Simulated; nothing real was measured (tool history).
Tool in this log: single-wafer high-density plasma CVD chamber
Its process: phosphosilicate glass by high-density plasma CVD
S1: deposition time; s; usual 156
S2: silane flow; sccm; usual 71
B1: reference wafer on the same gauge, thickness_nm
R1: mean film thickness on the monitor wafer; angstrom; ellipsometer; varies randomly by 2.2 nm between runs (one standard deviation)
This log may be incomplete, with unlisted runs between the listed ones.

Run 1, day 0.000: usual settings; B1 1067.584. Result: R1 10736.86 angstrom.
Run 2, day 1.812: usual settings; B1 1068.138. Result: R1 10720.55 angstrom.
Run 3, day 3.088: usual settings but S2 77 sccm; B1 1067.020. Result: R1 11600.46 angstrom.
Run 4, day 5.096: usual settings but S2 77 sccm; B1 1067.851. Result: R1 11614.45 angstrom.
Run 5, day 6.983: usual settings; B1 1065.918. Result: R1 10742.00 angstrom.
Run 6, day 9.671: usual settings; B1 1067.068. Result: R1 10685.78 angstrom.
Run 7, day 10.696: usual settings but S1 175 s; B1 1067.143. Result: R1 12009.18 angstrom.
Run 8, day 13.229: usual settings but S1 175 s; B1 1066.738. Result: R1 12020.46 angstrom.
Run 9, day 15.742: usual settings but S2 82 sccm; B1 1065.082. Result: R1 12387.51 angstrom.
Run 10, day 18.196: usual settings but S1 137 s, S2 63 sccm; B1 1064.996. Result: R1 8332.41 angstrom.
Run 11, day 19.917: usual settings; B1 1066.119. Result: R1 10707.58 angstrom.
Run 12, day 20.950: usual settings; B1 1065.521. Result: R1 10721.40 angstrom.
Run 13, day 23.883: usual settings; B1 1063.971. Result: R1 10707.95 angstrom.
Run 14, day 26.108: usual settings; B1 1065.271. Result: R1 10721.74 angstrom.
Run 15, day 28.096: usual settings; B1 1064.383. Result: R1 10686.33 angstrom.
Run 16, day 29.525: usual settings; B1 1064.052. Result: R1 10679.19 angstrom.
Run 17, day 31.938: usual settings but S1 163 s, S2 61 sccm; B1 1063.666. Result: R1 9585.72 angstrom.
Run 18, day 33.779: usual settings but S1 163 s, S2 61 sccm; B1 1062.006. Result: R1 9600.81 angstrom.
Run 19, day 36.692: usual settings; B1 1063.454. Result: R1 10701.22 angstrom.
Run 20, day 38.075: usual settings but S2 76 sccm; B1 1061.990. Result: R1 11423.78 angstrom.
Run 21, day 40.279: usual settings but S2 76 sccm; B1 1062.340. Result: R1 11409.93 angstrom.
At day 41.508: silane flow controller replaced.
Run 22, day 42.208: usual settings; B1 1060.709. Result: R1 10654.10 angstrom.
Run 23, day 43.338: usual settings but S1 144 s, S2 58 sccm; B1 1060.773. Result: R1 8061.98 angstrom.
Run 24, day 46.117: usual settings but S1 144 s, S2 61 sccm; B1 1060.603. Result: R1 8437.75 angstrom.
Run 25, day 47.896: usual settings but S1 131 s, S2 64 sccm; B1 1059.685. Result: R1 8060.92 angstrom.
Run 26, day 50.704: usual settings but S1 148 s; B1 1059.612. Result: R1 10125.35 angstrom.
Run 27, day 53.400: usual settings but S1 129 s, S2 65 sccm; B1 1058.466. Result: R1 8072.72 angstrom.
At day 55.146: gauge calibrated.
Run 28, day 56.354: usual settings but S1 135 s, S2 65 sccm; B1 1070.772. Result: R1 8515.45 angstrom.
Run 29, day 57.479: usual settings; B1 1071.716. Result: R1 10767.47 angstrom.
Run 30, day 59.104: usual settings but S2 76 sccm; B1 1070.745. Result: R1 11527.83 angstrom.
Run 31, day 61.625: usual settings but S1 175 s; B1 1070.278. Result: R1 12088.41 angstrom.
Run 32, day 64.104: usual settings; B1 1070.886. Result: R1 10761.89 angstrom.
Run 33, day 65.875: usual settings but S2 62 sccm; B1 1071.831. Result: R1 9367.84 angstrom.
Run 34, day 67.488: usual settings; B1 1071.092. Result: R1 10772.51 angstrom.
Run 35, day 70.088: usual settings; B1 1071.103. Result: R1 10755.88 angstrom.
Run 36, day 71.700: usual settings but S1 172 s; B1 1070.349. Result: R1 11838.45 angstrom.
Run 37, day 72.992: usual settings but S1 169 s, S2 80 sccm; B1 1070.808. Result: R1 13104.86 angstrom.
Run 38, day 74.362: usual settings but S2 67 sccm; B1 1069.998. Result: R1 10141.75 angstrom.
Run 39, day 76.154: usual settings; B1 1071.649. Result: R1 10778.74 angstrom.
Run 40, day 77.371: usual settings but S1 136 s, S2 80 sccm; B1 1070.914. Result: R1 10587.26 angstrom.
Run 41, day 80.367: usual settings but S1 129 s; B1 1069.227. Result: R1 8872.75 angstrom.
Run 42, day 82.638: usual settings but S1 168 s, S2 61 sccm; B1 1070.352. Result: R1 9954.97 angstrom.
Run 43, day 84.775: usual settings but S2 77 sccm; B1 1068.586. Result: R1 11672.75 angstrom.
Run 44, day 86.062: usual settings but S1 171 s, S2 75 sccm; B1 1069.907. Result: R1 12479.44 angstrom.
Run 45, day 87.221: usual settings but S1 126 s, S2 65 sccm; B1 1070.800. Result: R1 7957.87 angstrom.
Run 46, day 88.279: usual settings; B1 1069.618. Result: R1 10744.69 angstrom.

Table of differences, measured result less the result of that run with no hidden state. Run-to-run variation is the same in both. Gauge scatter possibly is not:
The hidden state here: delivered silane flow above the setpoint (%); gauge reads high (%).
run       R1
  1   -20.15
  2   -21.81
  3   -24.96
  4   -27.28
  5   -27.33
  6   -30.39
  7   -35.60
  8   -39.39
  9   -44.68
 10   -32.91
 11   -44.99
 12   -46.72
 13   -51.60
 14   -55.63
 15   -59.12
 16   -61.80
 17   -59.74
 18   -63.23
 19   -76.71
 20   -85.15
 21   -90.40
 22   -88.93
 23   -69.35
 24   -78.01
 25   -77.96
 26  -104.94
 27   -89.25
 28   +10.53
 29   +13.25
 30   +13.99
 31   +14.17
 32   +11.95
 33    +9.88
 34   +10.73
 35    +9.48
 36    +9.48
 37    +9.56
 38    +6.57
 39    +5.74
 40    +4.75
 41    +1.96
 42    +0.29
 43    -1.94
 44    -3.64
 45    -3.26
 46    -5.58
